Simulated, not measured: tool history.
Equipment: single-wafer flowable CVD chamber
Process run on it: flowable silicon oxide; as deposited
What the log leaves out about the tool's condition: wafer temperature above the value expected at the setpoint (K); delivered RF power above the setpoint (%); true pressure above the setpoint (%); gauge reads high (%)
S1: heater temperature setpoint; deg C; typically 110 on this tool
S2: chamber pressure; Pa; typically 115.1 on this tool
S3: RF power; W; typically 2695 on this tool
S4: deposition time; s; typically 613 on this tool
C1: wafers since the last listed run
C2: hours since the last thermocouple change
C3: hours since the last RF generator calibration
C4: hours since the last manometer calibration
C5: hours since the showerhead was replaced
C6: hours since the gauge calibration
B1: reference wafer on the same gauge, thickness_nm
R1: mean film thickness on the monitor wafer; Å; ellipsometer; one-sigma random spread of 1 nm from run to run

| run | hour | S1 | S2 | S3 | S4 | C1 | C2 | C3 | C4 | C5 | C6 | B1 | R1 |
|---|---|---|---|---|---|---|---|---|---|---|---|---|---|
| 1 | 0 | 110 | 123.2 | 2695 | 613 | 0 | 1750.4 | 409.6 | 519.1 | 6518.5 | 790 | 330.676 | 2865.07 |
| 2 | 24 | 110 | 123.2 | 2695 | 613 | 70 | 1774.4 | 433.6 | 543.1 | 6542.5 | 814 | 330.842 | 2855.01 |
| 3 | 67.1 | 110 | 123.2 | 2695 | 613 | 126 | 1817.5 | 476.7 | 586.2 | 6585.6 | 857.1 | 331.157 | 2837.63 |
| 4 | 134.5 | 110 | 115.1 | 2695 | 613 | 197 | 1884.9 | 544.1 | 653.6 | 6653 | 924.5 | 331.207 | 2674.21 |
| 5 | 185.1 | 110 | 115.1 | 2695 | 613 | 147 | 1935.5 | 594.7 | 704.2 | 6703.6 | 975.1 | 331.034 | 2671.45 |
|  | 217.7 | showerhead replaced |
| 6 | 226.2 | 110 | 123.1 | 2695 | 613 | 96 | 1976.6 | 635.8 | 745.3 | 8.5 | 1016.2 | 330.941 | 2845.52 |
| 7 | 260 | 110 | 123.1 | 2695 | 613 | 98 | 2010.4 | 669.6 | 779.1 | 42.3 | 1050 | 330.916 | 2856.31 |
| 8 | 287.7 | 110 | 123.1 | 2695 | 613 | 80 | 2038.1 | 697.3 | 806.8 | 70 | 1077.7 | 331.242 | 2847.66 |
|  | 322.4 | thermocouple changed; heater temperature recalibrated |
| 9 | 336.5 | 110 | 126.5 | 2695 | 613 | 119 | 14.1 | 746.1 | 855.6 | 118.8 | 1126.5 | 330.839 | 3091.19 |
| 10 | 405.6 | 110 | 126.5 | 2695 | 613 | 202 | 83.2 | 815.2 | 924.7 | 187.9 | 1195.6 | 331.021 | 3056.58 |
|  | 439.8 | capacitance manometer re-zeroed and calibrated |
|  | 442.3 | RF generator calibrated |
| 11 | 442.8 | 110 | 115.1 | 2425 | 655 | 78 | 120.4 | 0.5 | 3 | 225.1 | 1232.8 | 331.203 | 2906.69 |
| 12 | 480.4 | 110 | 128.7 | 2165 | 553 | 109 | 158 | 38.1 | 40.6 | 262.7 | 1270.4 | 330.836 | 2709.83 |
| 13 | 546.6 | 96 | 115.1 | 2435 | 659 | 193 | 224.2 | 104.3 | 106.8 | 328.9 | 1336.6 | 330.975 | 4434.89 |
| 14 | 572.4 | 99 | 115.1 | 3045 | 613 | 75 | 250 | 130.1 | 132.6 | 354.7 | 1362.4 | 331.111 | 3818.15 |
| 15 | 606.5 | 110 | 115.1 | 3200 | 613 | 99 | 284.1 | 164.2 | 166.7 | 388.8 | 1396.5 | 331.117 | 2786.47 |
| 16 | 672.9 | 110 | 115.1 | 2695 | 613 | 194 | 350.5 | 230.6 | 233.1 | 455.2 | 1462.9 | 331.165 | 2727.6 |
| 17 | 700.5 | 105 | 134.7 | 2695 | 491 | 80 | 378.1 | 258.2 | 260.7 | 482.8 | 1490.5 | 331.208 | 2952.16 |
| 18 | 760 | 110 | 115.1 | 2695 | 613 | 173 | 437.6 | 317.7 | 320.2 | 542.3 | 1550 | 331.09 | 2695.84 |
| 19 | 819.6 | 101 | 90.8 | 3110 | 689 | 174 | 497.2 | 377.3 | 379.8 | 601.9 | 1609.6 | 331.376 | 3133.89 |
|  | 982.9 | gauge calibrated |
| 20 | 1004.1 | 119 | 93.3 | 2190 | 725 | 539 | 681.7 | 561.8 | 564.3 | 786.4 | 21.2 | 331.023 | 1972.97 |
| 21 | 1034.4 | 105 | 115.1 | 2300 | 694 | 88 | 712 | 592.1 | 594.6 | 816.7 | 51.5 | 331.228 | 3444.26 |
| 22 | 1072 | 110 | 115.1 | 2695 | 613 | 109 | 749.6 | 629.7 | 632.2 | 854.3 | 89.1 | 330.85 | 2683.08 |
| 23 | 1136.7 | 96 | 127.5 | 2695 | 613 | 189 | 814.3 | 694.4 | 696.9 | 919 | 153.8 | 330.898 | 4445.5 |
| 24 | 1191.1 | 110 | 115.1 | 2695 | 665 | 159 | 868.7 | 748.8 | 751.3 | 973.4 | 208.2 | 330.83 | 2890.72 |
| 25 | 1222.3 | 105 | 115.1 | 2200 | 613 | 91 | 899.9 | 780 | 782.5 | 1004.6 | 239.4 | 331.035 | 3011.36 |
| 26 | 1266 | 117 | 115.1 | 2695 | 674 | 127 | 943.6 | 823.7 | 826.2 | 1048.3 | 283.1 | 330.92 | 2421.8 |
| 27 | 1323.3 | 110 | 115.1 | 2695 | 613 | 167 | 1000.9 | 881 | 883.5 | 1105.6 | 340.4 | 331.177 | 2656.38 |

Consider 5 possible next runs. They are alternatives, not a sequence: every one starts from the tool as it was left by run 27. What does each give?
| A | 1323.9 | 110 | 115.1 | 2940 | 613 | 1 | 1001.5 | 881.6 | 884.1 | 1106.2 | 341 | ? | ? |
| B | 1323.9 | 110 | 137.7 | 2470 | 613 | 1 | 1001.5 | 881.6 | 884.1 | 1106.2 | 341 | ? | ? |
| C | 1323.9 | 116 | 115.1 | 2695 | 613 | 1 | 1001.5 | 881.6 | 884.1 | 1106.2 | 341 | ? | ? |
| D | 1323.9 | 110 | 90.5 | 2835 | 613 | 1 | 1001.5 | 881.6 | 884.1 | 1106.2 | 341 | ? | ? |
| E | 1323.9 | 96 | 115.1 | 2695 | 517 | 1 | 1001.5 | 881.6 | 884.1 | 1106.2 | 341 | ? | ? |

| run | B1 | R1 |
|---|---|---|
| A | 330.861 | 2693.53 |
| B | 330.861 | 3160.99 |
| C | 330.861 | 2270.73 |
| D | 330.861 | 2112.27 |
| E | 330.861 | 3386.78 |
Had the tool no hidden state, the same runs would have come out as:
| run | R1 |
|---|---|
| A | 2843.36 |
| B | 3336.82 |
| C | 2393.55 |
| D | 2229.77 |
| E | 3581.48 |

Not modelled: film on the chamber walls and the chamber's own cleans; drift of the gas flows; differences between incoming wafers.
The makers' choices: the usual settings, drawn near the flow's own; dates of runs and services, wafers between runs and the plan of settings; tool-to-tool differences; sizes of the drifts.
